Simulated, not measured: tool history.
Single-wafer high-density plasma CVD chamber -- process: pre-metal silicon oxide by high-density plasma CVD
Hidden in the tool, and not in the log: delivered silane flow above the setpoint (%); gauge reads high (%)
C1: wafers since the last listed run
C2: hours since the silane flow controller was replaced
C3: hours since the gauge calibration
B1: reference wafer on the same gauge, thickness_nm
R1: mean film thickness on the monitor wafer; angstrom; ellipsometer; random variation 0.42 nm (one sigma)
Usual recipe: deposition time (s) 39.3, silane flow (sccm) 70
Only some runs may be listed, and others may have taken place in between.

Run 1, hour 0.0: usual settings; C1 0; C2 4114.4; C3 161.0; B1 330.028. Result: R1 2616.33 angstrom.
Run 2, hour 26.5: usual settings; C1 910; C2 4140.9; C3 187.5; B1 330.090. Result: R1 2621.08 angstrom.
Run 3, hour 39.8: usual settings; C1 456; C2 4154.2; C3 200.8; B1 329.966. Result: R1 2623.83 angstrom.
Run 4, hour 55.6: usual settings; C1 542; C2 4170.0; C3 216.6; B1 330.141. Result: R1 2623.41 angstrom.
Run 5, hour 68.1: usual settings but deposition time (s) 44.7, silane flow (sccm) 63; C1 429; C2 4182.5; C3 229.1; B1 330.186. Result: R1 2682.70 angstrom.
Run 6, hour 76.4: usual settings but deposition time (s) 44.7, silane flow (sccm) 63; C1 285; C2 4190.8; C3 237.4; B1 330.054. Result: R1 2674.68 angstrom.
Run 7, hour 93.6: usual settings but deposition time (s) 41.9; C1 590; C2 4208.0; C3 254.6; B1 330.025. Result: R1 2793.48 angstrom.
Run 8, hour 109.8: usual settings but deposition time (s) 43.2; C1 556; C2 4224.2; C3 270.8; B1 330.052. Result: R1 2879.27 angstrom.
Run 9, hour 125.0: usual settings; C1 522; C2 4239.4; C3 286.0; B1 329.973. Result: R1 2619.07 angstrom.
Run 10, hour 132.0: usual settings; C1 240; C2 4246.4; C3 293.0; B1 329.945. Result: R1 2617.42 angstrom.
Run 11, hour 138.8: usual settings but deposition time (s) 36.7, silane flow (sccm) 67; C1 233; C2 4253.2; C3 299.8; B1 330.186. Result: R1 2344.33 angstrom.
Run 12, hour 166.8: usual settings but deposition time (s) 36.7, silane flow (sccm) 67; C1 962; C2 4281.2; C3 327.8; B1 330.020. Result: R1 2336.68 angstrom.
At hour 175.4: silane flow controller replaced.
Run 13, hour 175.9: usual settings but deposition time (s) 33.5, silane flow (sccm) 61; C1 37; C2 0.5; C3 336.9; B1 330.033. Result: R1 2046.76 angstrom.
At hour 198.0: gauge calibrated.
Run 14, hour 207.1: usual settings but deposition time (s) 36.2; C1 1072; C2 31.7; C3 9.1; B1 329.975. Result: R1 2529.44 angstrom.
Run 15, hour 224.1: usual settings but deposition time (s) 36.2; C1 584; C2 48.7; C3 26.1; B1 329.975. Result: R1 2538.35 angstrom.
Run 16, hour 235.4: usual settings but deposition time (s) 44.1; C1 388; C2 60.0; C3 37.4; B1 330.036. Result: R1 3083.50 angstrom.
Run 17, hour 249.4: usual settings but deposition time (s) 44.1; C1 481; C2 74.0; C3 51.4; B1 329.992. Result: R1 3084.29 angstrom.

Predict the results of run 18:
Run 18, hour 256.0: usual settings but deposition time (s) 46.1, silane flow (sccm) 65; C1 226; C2 80.6; C3 58.0; B1 ?. Result: R1 ?.

{"run 18": {"B1": 330.061, "R1": 2987.95}}
If the tool had no hidden condition, the same run with the same run-to-run variation would have returned R1 3012.47 angstrom.
